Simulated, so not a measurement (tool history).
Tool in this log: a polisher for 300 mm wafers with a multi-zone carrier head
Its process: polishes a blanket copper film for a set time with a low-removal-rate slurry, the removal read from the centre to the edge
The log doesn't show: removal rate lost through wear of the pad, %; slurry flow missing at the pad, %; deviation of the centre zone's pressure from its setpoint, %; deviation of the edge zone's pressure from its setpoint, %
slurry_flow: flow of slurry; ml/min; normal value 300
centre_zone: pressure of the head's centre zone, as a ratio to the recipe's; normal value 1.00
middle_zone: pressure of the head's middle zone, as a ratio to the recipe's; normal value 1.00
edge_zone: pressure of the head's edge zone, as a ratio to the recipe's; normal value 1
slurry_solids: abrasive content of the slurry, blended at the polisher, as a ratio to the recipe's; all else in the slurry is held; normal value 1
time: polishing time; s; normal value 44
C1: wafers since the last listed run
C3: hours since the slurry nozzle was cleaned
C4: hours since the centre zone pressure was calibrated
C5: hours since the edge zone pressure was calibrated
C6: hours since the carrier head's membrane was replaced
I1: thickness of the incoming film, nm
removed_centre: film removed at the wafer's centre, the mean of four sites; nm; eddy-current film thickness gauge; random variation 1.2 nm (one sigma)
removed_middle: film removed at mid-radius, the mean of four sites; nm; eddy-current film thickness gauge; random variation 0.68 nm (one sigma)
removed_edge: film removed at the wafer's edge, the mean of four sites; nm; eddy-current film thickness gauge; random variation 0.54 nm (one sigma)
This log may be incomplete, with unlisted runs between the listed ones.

{"run": 1, "hour": 0.0, "slurry_flow": 300, "centre_zone": 1.0, "middle_zone": 1.0, "edge_zone": 1, "slurry_solids": 1, "time": 44, "C1": 0, "wafers polished on this pad": 677, "C3": 390.2, "C4": 300.7, "C5": 441.5, "C6": 827.8, "I1": 932.0, "removed_centre": 71.6, "removed_middle": 80.6, "removed_edge": 77.3}
{"run": 2, "hour": 10.3, "slurry_flow": 300, "centre_zone": 1.0, "middle_zone": 1.0, "edge_zone": 1, "slurry_solids": 1, "time": 44, "C1": 76, "wafers polished on this pad": 754, "C3": 400.5, "C4": 311.0, "C5": 451.8, "C6": 838.1, "I1": 943.0, "removed_centre": 72.2, "removed_middle": 79.5, "removed_edge": 77.0}
{"run": 3, "hour": 19.4, "slurry_flow": 375, "centre_zone": 1.0, "middle_zone": 1.0, "edge_zone": 1, "slurry_solids": 1, "time": 44, "C1": 67, "wafers polished on this pad": 822, "C3": 409.6, "C4": 320.1, "C5": 460.9, "C6": 847.2, "I1": 936.4, "removed_centre": 72.1, "removed_middle": 80.7, "removed_edge": 78.0}
{"hour": 53.0, "done": "worn pad replaced by a new one"}
{"run": 4, "hour": 67.7, "slurry_flow": 300, "centre_zone": 1.0, "middle_zone": 0.97, "edge_zone": 1, "slurry_solids": 1, "time": 38, "C1": 330, "wafers polished on this pad": 109, "C3": 457.9, "C4": 368.4, "C5": 509.2, "C6": 895.5, "I1": 946.4, "removed_centre": 64.6, "removed_middle": 72.8, "removed_edge": 70.3}
{"run": 5, "hour": 80.8, "slurry_flow": 300, "centre_zone": 1.0, "middle_zone": 0.97, "edge_zone": 1, "slurry_solids": 1, "time": 38, "C1": 97, "wafers polished on this pad": 207, "C3": 471.0, "C4": 381.5, "C5": 522.3, "C6": 908.6, "I1": 927.4, "removed_centre": 64.8, "removed_middle": 71.4, "removed_edge": 69.2}
{"run": 6, "hour": 93.6, "slurry_flow": 300, "centre_zone": 1.0, "middle_zone": 0.97, "edge_zone": 1, "slurry_solids": 1, "time": 38, "C1": 95, "wafers polished on this pad": 302, "C3": 483.8, "C4": 394.3, "C5": 535.1, "C6": 921.4, "I1": 952.3, "removed_centre": 64.9, "removed_middle": 71.4, "removed_edge": 68.9}
{"run": 7, "hour": 105.1, "slurry_flow": 300, "centre_zone": 1.0, "middle_zone": 1.0, "edge_zone": 1, "slurry_solids": 1, "time": 44, "C1": 85, "wafers polished on this pad": 388, "C3": 495.3, "C4": 405.8, "C5": 546.6, "C6": 932.9, "I1": 929.5, "removed_centre": 71.8, "removed_middle": 83.1, "removed_edge": 79.1}
{"run": 8, "hour": 119.5, "slurry_flow": 300, "centre_zone": 1.0, "middle_zone": 1.0, "edge_zone": 1, "slurry_solids": 1, "time": 44, "C1": 107, "wafers polished on this pad": 495, "C3": 509.7, "C4": 420.2, "C5": 561.0, "C6": 947.3, "I1": 933.5, "removed_centre": 70.1, "removed_middle": 82.0, "removed_edge": 79.0}
{"run": 9, "hour": 153.8, "slurry_flow": 300, "centre_zone": 1.0, "middle_zone": 0.95, "edge_zone": 1, "slurry_solids": 1, "time": 49, "C1": 255, "wafers polished on this pad": 751, "C3": 544.0, "C4": 454.5, "C5": 595.3, "C6": 981.6, "I1": 949.2, "removed_centre": 78.0, "removed_middle": 86.6, "removed_edge": 86.0}
{"hour": 163.0, "done": "slurry nozzle cleaned"}
{"run": 10, "hour": 192.7, "slurry_flow": 300, "centre_zone": 1.0, "middle_zone": 1.0, "edge_zone": 1, "slurry_solids": 1, "time": 44, "C1": 282, "wafers polished on this pad": 1033, "C3": 29.7, "C4": 493.4, "C5": 634.2, "C6": 1020.5, "I1": 952.1, "removed_centre": 67.6, "removed_middle": 78.3, "removed_edge": 74.3}

Estimate the outcome of run 11 from the log above:
{"hour": 209.5, "done": "worn pad replaced by a new one"}
{"run": 11, "hour": 210.2, "slurry_flow": 210, "centre_zone": 1.11, "middle_zone": 1.05, "edge_zone": 1, "slurry_solids": 1, "time": 44, "C1": 100, "wafers polished on this pad": 5, "C3": 47.2, "C4": 510.9, "C5": 651.7, "C6": 1038.0, "I1": 936.5, "removed_centre": "?", "removed_middle": "?", "removed_edge": "?"}

removed_centre: 77.5 nm
removed_middle: 82.2 nm
removed_edge: 77.8 nm
Take away the tool's hidden state, keep the run-to-run variation as it was, and the same run would have given removed_centre 87.8 nm, removed_middle 84.4 nm, removed_edge 80.0 nm.

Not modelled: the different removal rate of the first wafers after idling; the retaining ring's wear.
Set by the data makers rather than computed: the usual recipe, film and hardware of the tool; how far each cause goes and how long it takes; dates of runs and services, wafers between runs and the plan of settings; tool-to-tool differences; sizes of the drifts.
